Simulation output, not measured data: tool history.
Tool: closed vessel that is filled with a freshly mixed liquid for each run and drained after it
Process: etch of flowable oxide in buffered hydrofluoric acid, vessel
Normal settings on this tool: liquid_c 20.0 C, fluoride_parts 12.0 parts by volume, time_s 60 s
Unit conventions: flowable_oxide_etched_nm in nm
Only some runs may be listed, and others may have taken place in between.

| run | hour | liquid_c | fluoride_parts | time_s | read-back film thickness of the flowable oxide reference wafer, read on the same gauge (nm) | flowable_oxide_etched_nm |
|---|---|---|---|---|---|---|
| 1 | 0.0 | 20.0 | 12.0 | 60 | 109.97 | 171.40 |
|  | 63.3 | hydrofluoric acid flow meter replaced |
| 2 | 80.4 | 20.0 | 12.0 | 60 | 110.00 | 171.07 |
| 3 | 167.8 | 20.0 | 12.0 | 60 | 110.01 | 171.49 |
| 4 | 261.7 | 20.0 | 12.0 | 60 | 109.99 | 170.95 |
| 5 | 346.1 | 20.0 | 12.0 | 60 | 110.00 | 171.49 |
| 6 | 385.1 | 20.0 | 12.0 | 60 | 109.97 | 171.43 |
| 7 | 472.0 | 20.0 | 12.0 | 60 | 110.00 | 173.24 |
| 8 | 538.9 | 20.0 | 12.0 | 60 | 109.99 | 171.73 |
| 9 | 623.4 | 24.0 | 12.0 | 60 | 109.99 | 215.73 |
| 10 | 676.2 | 20.0 | 12.0 | 60 | 109.99 | 172.97 |
| 11 | 733.2 | 20.0 | 12.0 | 60 | 110.00 | 174.10 |
| 12 | 812.8 | 20.0 | 12.0 | 60 | 110.01 | 174.01 |
| 13 | 888.7 | 20.0 | 12.0 | 60 | 109.98 | 174.00 |
| 14 | 944.5 | 20.0 | 12.0 | 60 | 110.01 | 173.47 |
| 15 | 989.2 | 20.0 | 12.0 | 60 | 109.98 | 173.64 |
|  | 1008.7 | thermometer replaced |
| 16 | 1075.8 | 20.0 | 12.0 | 60 | 109.97 | 165.91 |
| 17 | 1182.8 | 22.5 | 12.0 | 60 | 110.00 | 191.45 |
| 18 | 1251.9 | 20.0 | 12.0 | 60 | 109.99 | 168.30 |
| 19 | 1333.6 | 20.0 | 15.5 | 35 | 109.98 | 76.00 |
| 20 | 1424.2 | 18.5 | 9.5 | 80 | 110.00 | 254.24 |
|  | 1454.4 | gauge calibrated |
| 21 | 1493.2 | 20.0 | 12.0 | 60 | 109.99 | 167.11 |
| 22 | 1741.6 | 22.0 | 16.0 | 50 | 110.01 | 118.60 |
| 23 | 1784.1 | 20.0 | 14.0 | 35 | 110.03 | 84.69 |
| 24 | 1923.6 | 20.0 | 12.0 | 60 | 109.99 | 168.70 |
|  | 2017.4 | hydrofluoric acid flow meter replaced |
| 25 | 2017.9 | 23.5 | 16.0 | 60 | 109.98 | 154.75 |
| 26 | 2095.7 | 20.0 | 12.0 | 35 | 110.02 | 99.65 |
| 27 | 2169.0 | 20.0 | 12.0 | 50 | 110.01 | 140.71 |
| 28 | 2253.3 | 20.0 | 7.0 | 60 | 109.97 | 282.20 |
| 29 | 2324.2 | 20.0 | 12.0 | 30 | 110.00 | 84.99 |
| 30 | 2391.6 | 20.0 | 12.0 | 45 | 109.99 | 127.39 |
| 31 | 2447.1 | 20.0 | 10.5 | 60 | 110.00 | 194.30 |
| 32 | 2545.0 | 25.0 | 8.5 | 60 | 109.98 | 303.79 |

Consider 4 possible next runs. They are alternatives, not a sequence: every one starts from the tool as it was left by run 32. What does each give?
| A | 2545.7 | 17.0 | 12.0 | 60 | ? | ? |
| B | 2545.7 | 25.0 | 8.5 | 90 | ? | ? |
| C | 2545.7 | 24.5 | 15.0 | 40 | ? | ? |
| D | 2545.7 | 24.0 | 16.5 | 60 | ? | ? |

| run | read-back film thickness of the flowable oxide reference wafer, read on the same gauge (nm) | flowable_oxide_etched_nm |
|---|---|---|
| A | 110.00 | 144.31 |
| B | 110.00 | 458.20 |
| C | 110.00 | 117.30 |
| D | 110.00 | 155.91 |
The same runs, with their run-to-run variation unchanged, on a tool lacking any hidden condition would have given:
| run | flowable_oxide_etched_nm |
|---|---|
| A | 140.57 |
| B | 446.95 |
| C | 114.40 |
| D | 152.05 |

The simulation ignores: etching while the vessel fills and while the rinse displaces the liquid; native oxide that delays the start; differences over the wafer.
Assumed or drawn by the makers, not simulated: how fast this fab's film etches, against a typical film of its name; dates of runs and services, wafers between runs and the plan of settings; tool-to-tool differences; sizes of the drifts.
